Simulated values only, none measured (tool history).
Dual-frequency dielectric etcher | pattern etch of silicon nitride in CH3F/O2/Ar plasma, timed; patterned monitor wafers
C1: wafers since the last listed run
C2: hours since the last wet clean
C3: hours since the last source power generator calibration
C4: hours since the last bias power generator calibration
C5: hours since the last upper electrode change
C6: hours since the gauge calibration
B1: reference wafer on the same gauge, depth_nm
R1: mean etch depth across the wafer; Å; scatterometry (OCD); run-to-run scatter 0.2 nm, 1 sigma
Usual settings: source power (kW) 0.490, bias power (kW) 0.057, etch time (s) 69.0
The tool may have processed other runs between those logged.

{"run": 1, "hour": 0.0, "source power (kW)": 0.49, "bias power (kW)": 0.057, "etch time (s)": 60.0, "C1": 0, "C2": 16.1, "C3": 378.5, "C4": 1985.8, "C5": 1514.7, "C6": 932.8, "B1": 44.26, "R1": 413.2}
{"run": 2, "hour": 42.2, "source power (kW)": 0.49, "bias power (kW)": 0.057, "etch time (s)": 60.0, "C1": 524, "C2": 58.3, "C3": 420.7, "C4": 2028.0, "C5": 1556.9, "C6": 975.0, "B1": 44.37, "R1": 413.4}
{"run": 3, "hour": 81.3, "source power (kW)": 0.49, "bias power (kW)": 0.057, "etch time (s)": 60.0, "C1": 485, "C2": 97.4, "C3": 459.8, "C4": 2067.1, "C5": 1596.0, "C6": 1014.1, "B1": 44.39, "R1": 412.1}
{"run": 4, "hour": 136.0, "source power (kW)": 0.42, "bias power (kW)": 0.063, "etch time (s)": 69.0, "C1": 679, "C2": 152.1, "C3": 514.5, "C4": 2121.8, "C5": 1650.7, "C6": 1068.8, "B1": 44.29, "R1": 448.8}
{"run": 5, "hour": 243.1, "source power (kW)": 0.42, "bias power (kW)": 0.063, "etch time (s)": 69.0, "C1": 1330, "C2": 259.2, "C3": 621.6, "C4": 2228.9, "C5": 1757.8, "C6": 1175.9, "B1": 44.36, "R1": 444.6}
{"hour": 386.5, "done": "wet clean of the chamber"}
{"run": 6, "hour": 387.0, "source power (kW)": 0.42, "bias power (kW)": 0.063, "etch time (s)": 69.0, "C1": 1489, "C2": 0.5, "C3": 765.5, "C4": 2372.8, "C5": 1901.7, "C6": 1319.8, "B1": 44.3, "R1": 433.4}
{"run": 7, "hour": 473.6, "source power (kW)": 0.49, "bias power (kW)": 0.057, "etch time (s)": 56.5, "C1": 1075, "C2": 87.1, "C3": 852.1, "C4": 2459.4, "C5": 1988.3, "C6": 1406.4, "B1": 44.23, "R1": 370.1}
{"hour": 542.3, "done": "upper electrode replaced"}
{"run": 8, "hour": 542.8, "source power (kW)": 0.49, "bias power (kW)": 0.057, "etch time (s)": 56.5, "C1": 561, "C2": 156.3, "C3": 921.3, "C4": 2528.6, "C5": 0.5, "C6": 1475.6, "B1": 44.24, "R1": 367.2}
{"run": 9, "hour": 583.7, "source power (kW)": 0.49, "bias power (kW)": 0.057, "etch time (s)": 56.5, "C1": 508, "C2": 197.2, "C3": 962.2, "C4": 2569.5, "C5": 41.4, "C6": 1516.5, "B1": 44.39, "R1": 362.9}
{"run": 10, "hour": 664.8, "source power (kW)": 0.49, "bias power (kW)": 0.057, "etch time (s)": 69.0, "C1": 1007, "C2": 278.3, "C3": 1043.3, "C4": 2650.6, "C5": 122.5, "C6": 1597.6, "B1": 44.28, "R1": 445.5}
{"run": 11, "hour": 728.3, "source power (kW)": 0.49, "bias power (kW)": 0.057, "etch time (s)": 59.0, "C1": 788, "C2": 341.8, "C3": 1106.8, "C4": 2714.1, "C5": 186.0, "C6": 1661.1, "B1": 44.39, "R1": 380.3}
{"hour": 782.0, "done": "wet clean of the chamber, repeated, since the last time left the tool worse"}
{"run": 12, "hour": 782.5, "source power (kW)": 0.49, "bias power (kW)": 0.057, "etch time (s)": 59.0, "C1": 375, "C2": 0.5, "C3": 1161.0, "C4": 2768.3, "C5": 240.2, "C6": 1715.3, "B1": 44.36, "R1": 404.7}
{"hour": 841.8, "done": "gauge calibrated"}
{"run": 13, "hour": 850.8, "source power (kW)": 0.49, "bias power (kW)": 0.057, "etch time (s)": 69.0, "C1": 848, "C2": 68.8, "C3": 1229.3, "C4": 2836.6, "C5": 308.5, "C6": 9.0, "B1": 44.32, "R1": 474.2}
{"run": 14, "hour": 921.5, "source power (kW)": 0.49, "bias power (kW)": 0.057, "etch time (s)": 60.0, "C1": 878, "C2": 139.5, "C3": 1300.0, "C4": 2907.3, "C5": 379.2, "C6": 79.7, "B1": 44.22, "R1": 409.4}
{"hour": 954.1, "done": "bias power generator calibrated"}
{"run": 15, "hour": 977.6, "source power (kW)": 0.59, "bias power (kW)": 0.063, "etch time (s)": 69.0, "C1": 647, "C2": 195.6, "C3": 1356.1, "C4": 23.5, "C5": 435.3, "C6": 135.8, "B1": 44.29, "R1": 524.5}
{"run": 16, "hour": 1027.7, "source power (kW)": 0.39, "bias power (kW)": 0.057, "etch time (s)": 58.0, "C1": 622, "C2": 245.7, "C3": 1406.2, "C4": 73.6, "C5": 485.4, "C6": 185.9, "B1": 44.26, "R1": 355.0}
{"hour": 1088.6, "done": "wet clean of the chamber"}
{"run": 17, "hour": 1122.5, "source power (kW)": 0.58, "bias power (kW)": 0.065, "etch time (s)": 84.5, "C1": 879, "C2": 33.9, "C3": 1501.0, "C4": 168.4, "C5": 580.2, "C6": 280.7, "B1": 44.33, "R1": 649.5}
{"hour": 1126.7, "done": "source power generator calibrated"}
{"run": 18, "hour": 1225.0, "source power (kW)": 0.54, "bias power (kW)": 0.053, "etch time (s)": 69.0, "C1": 1223, "C2": 136.4, "C3": 98.3, "C4": 270.9, "C5": 682.7, "C6": 383.2, "B1": 44.36, "R1": 487.1}
{"run": 19, "hour": 1323.6, "source power (kW)": 0.44, "bias power (kW)": 0.052, "etch time (s)": 55.0, "C1": 1224, "C2": 235.0, "C3": 196.9, "C4": 369.5, "C5": 781.3, "C6": 481.8, "B1": 44.35, "R1": 343.8}
{"run": 20, "hour": 1423.3, "source power (kW)": 0.43, "bias power (kW)": 0.062, "etch time (s)": 69.0, "C1": 1238, "C2": 334.7, "C3": 296.6, "C4": 469.2, "C5": 881.0, "C6": 581.5, "B1": 44.29, "R1": 446.5}
{"hour": 1474.1, "done": "wet clean of the chamber"}
{"run": 21, "hour": 1474.6, "source power (kW)": 0.44, "bias power (kW)": 0.062, "etch time (s)": 49.0, "C1": 339, "C2": 0.5, "C3": 347.9, "C4": 520.5, "C5": 932.3, "C6": 632.8, "B1": 44.22, "R1": 327.3}
{"run": 22, "hour": 1509.7, "source power (kW)": 0.49, "bias power (kW)": 0.057, "etch time (s)": 69.0, "C1": 435, "C2": 35.6, "C3": 383.0, "C4": 555.6, "C5": 967.4, "C6": 667.9, "B1": 44.28, "R1": 472.6}
{"run": 23, "hour": 1604.0, "source power (kW)": 0.49, "bias power (kW)": 0.062, "etch time (s)": 69.0, "C1": 1171, "C2": 129.9, "C3": 477.3, "C4": 649.9, "C5": 1061.7, "C6": 762.2, "B1": 44.26, "R1": 481.9}
{"run": 24, "hour": 1679.5, "source power (kW)": 0.49, "bias power (kW)": 0.064, "etch time (s)": 69.0, "C1": 937, "C2": 205.4, "C3": 552.8, "C4": 725.4, "C5": 1137.2, "C6": 837.7, "B1": 44.29, "R1": 487.5}

Run-by-run hidden state of the tool:
source power that arrives over what is set, %: 0 in every run
bias power that arrives over what is set, %: 0 in every run
gauge reads high (%): 0 in every run
H1: etch rate over this chamber's usual, %
run=1 H1=-0.0144
run=2 H1=-0.279
run=3 H1=-0.525
run=4 H1=-0.869
run=5 H1=-1.54
run=6 H1=-4.42
run=7 H1=-4.97
run=8 H1=-5.4
run=9 H1=-5.66
run=10 H1=-6.17
run=11 H1=-6.57
run=12 H1=0.127
run=13 H1=-0.302
run=14 H1=-0.746
run=15 H1=-1.1
run=16 H1=-1.41
run=17 H1=-0.187
run=18 H1=-0.831
run=19 H1=-1.45
run=20 H1=-2.08
run=21 H1=0.176
run=22 H1=-0.0442
run=23 H1=-0.637
run=24 H1=-1.11
